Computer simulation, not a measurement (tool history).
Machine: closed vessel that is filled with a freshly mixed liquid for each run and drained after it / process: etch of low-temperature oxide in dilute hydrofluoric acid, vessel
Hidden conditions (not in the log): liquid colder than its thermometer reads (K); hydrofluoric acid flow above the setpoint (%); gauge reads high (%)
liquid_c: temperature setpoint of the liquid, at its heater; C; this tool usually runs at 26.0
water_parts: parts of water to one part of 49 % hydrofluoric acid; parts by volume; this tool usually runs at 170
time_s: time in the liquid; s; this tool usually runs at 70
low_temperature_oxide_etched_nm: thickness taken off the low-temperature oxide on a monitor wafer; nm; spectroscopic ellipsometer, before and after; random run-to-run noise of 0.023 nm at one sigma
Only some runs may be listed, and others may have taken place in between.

| run | day | liquid_c | water_parts | time_s | wafers since the last listed run | hours since the thermometer was replaced | hours since the hydrofluoric acid flow meter was replaced | hours since the gauge calibration | read-back film thickness of the low-temperature oxide reference wafer, read on the same gauge (nm) | low_temperature_oxide_etched_nm |
|---|---|---|---|---|---|---|---|---|---|---|
| 1 | 0.000 | 26.0 | 235 | 70 | 0 | 1884.9 | 416.0 | 75.8 | 29.99 | 3.53 |
| 2 | 0.679 | 26.0 | 235 | 70 | 994 | 1901.2 | 432.3 | 92.1 | 30.00 | 3.52 |
| 3 | 1.458 | 26.0 | 235 | 70 | 1141 | 1919.9 | 451.0 | 110.8 | 30.01 | 3.51 |
| 4 | 2.642 | 26.0 | 170 | 70 | 1733 | 1948.3 | 479.4 | 139.2 | 29.99 | 5.22 |
| 5 | 4.017 | 26.0 | 170 | 70 | 2014 | 1981.3 | 512.4 | 172.2 | 30.00 | 5.20 |
| 6 | 4.996 | 26.0 | 170 | 70 | 1434 | 2004.8 | 535.9 | 195.7 | 30.02 | 5.20 |
| 7 | 7.446 | 26.0 | 170 | 70 | 3588 | 2063.6 | 594.7 | 254.5 | 30.01 | 5.22 |
| 8 | 8.383 | 26.0 | 170 | 70 | 1373 | 2086.1 | 617.2 | 277.0 | 29.98 | 5.21 |
| 9 | 9.454 | 27.5 | 170 | 70 | 1568 | 2111.8 | 642.9 | 302.7 | 30.01 | 5.48 |
|  | 10.492 | gauge calibrated |
| 10 | 10.712 | 27.5 | 170 | 70 | 1843 | 2142.0 | 673.1 | 5.3 | 29.96 | 5.49 |
| 11 | 11.283 | 26.0 | 170 | 70 | 836 | 2155.7 | 686.8 | 19.0 | 29.97 | 5.19 |
|  | 12.100 | thermometer replaced |
| 12 | 12.121 | 26.0 | 170 | 70 | 1165 | 0.5 | 706.9 | 39.1 | 30.06 | 5.63 |
| 13 | 12.892 | 26.0 | 170 | 70 | 1129 | 19.0 | 725.4 | 57.6 | 29.98 | 5.67 |
| 14 | 13.567 | 30.0 | 245 | 70 | 988 | 35.2 | 741.6 | 73.8 | 29.95 | 4.14 |
| 15 | 14.508 | 22.0 | 145 | 35 | 1379 | 57.8 | 764.2 | 96.4 | 29.99 | 2.93 |
| 16 | 15.412 | 30.5 | 225 | 80 | 1324 | 79.5 | 785.9 | 118.1 | 29.95 | 5.40 |
| 17 | 16.600 | 26.0 | 220 | 70 | 1739 | 108.0 | 814.4 | 146.6 | 29.96 | 4.15 |
| 18 | 17.900 | 26.0 | 170 | 70 | 1904 | 139.2 | 845.6 | 177.8 | 29.98 | 5.63 |
|  | 17.950 | hydrofluoric acid flow meter replaced |
| 19 | 18.475 | 29.0 | 240 | 105 | 781 | 153.0 | 12.6 | 191.6 | 30.02 | 6.04 |
| 20 | 19.558 | 21.5 | 130 | 70 | 1586 | 179.0 | 38.6 | 217.6 | 29.96 | 6.35 |
| 21 | 20.071 | 26.0 | 195 | 90 | 750 | 191.3 | 50.9 | 229.9 | 30.02 | 5.99 |
| 22 | 21.033 | 26.0 | 170 | 35 | 1409 | 214.4 | 74.0 | 253.0 | 29.95 | 2.75 |
| 23 | 21.617 | 21.5 | 170 | 100 | 854 | 228.4 | 88.0 | 267.0 | 30.01 | 6.63 |
|  | 22.312 | gauge calibrated |
| 24 | 22.625 | 23.5 | 230 | 100 | 1476 | 252.6 | 112.2 | 7.5 | 30.03 | 4.97 |

Consider 3 possible next runs. They are alternatives, not a sequence: every one starts from the tool as it was left by run 24. What does each give?
| A | 22.654 | 23.0 | 170 | 70 | 42 | 253.3 | 112.9 | 8.2 | ? | ? |
| B | 22.654 | 21.5 | 85 | 90 | 42 | 253.3 | 112.9 | 8.2 | ? | ? |
| C | 22.654 | 29.5 | 215 | 70 | 42 | 253.3 | 112.9 | 8.2 | ? | ? |

| run | read-back film thickness of the low-temperature oxide reference wafer, read on the same gauge (nm) | low_temperature_oxide_etched_nm |
|---|---|---|
| A | 29.98 | 4.92 |
| B | 29.98 | 13.10 |
| C | 29.98 | 4.69 |
With no hidden state in the tool, these same runs would have given:
| run | low_temperature_oxide_etched_nm |
|---|---|
| A | 4.98 |
| B | 13.29 |
| C | 4.74 |
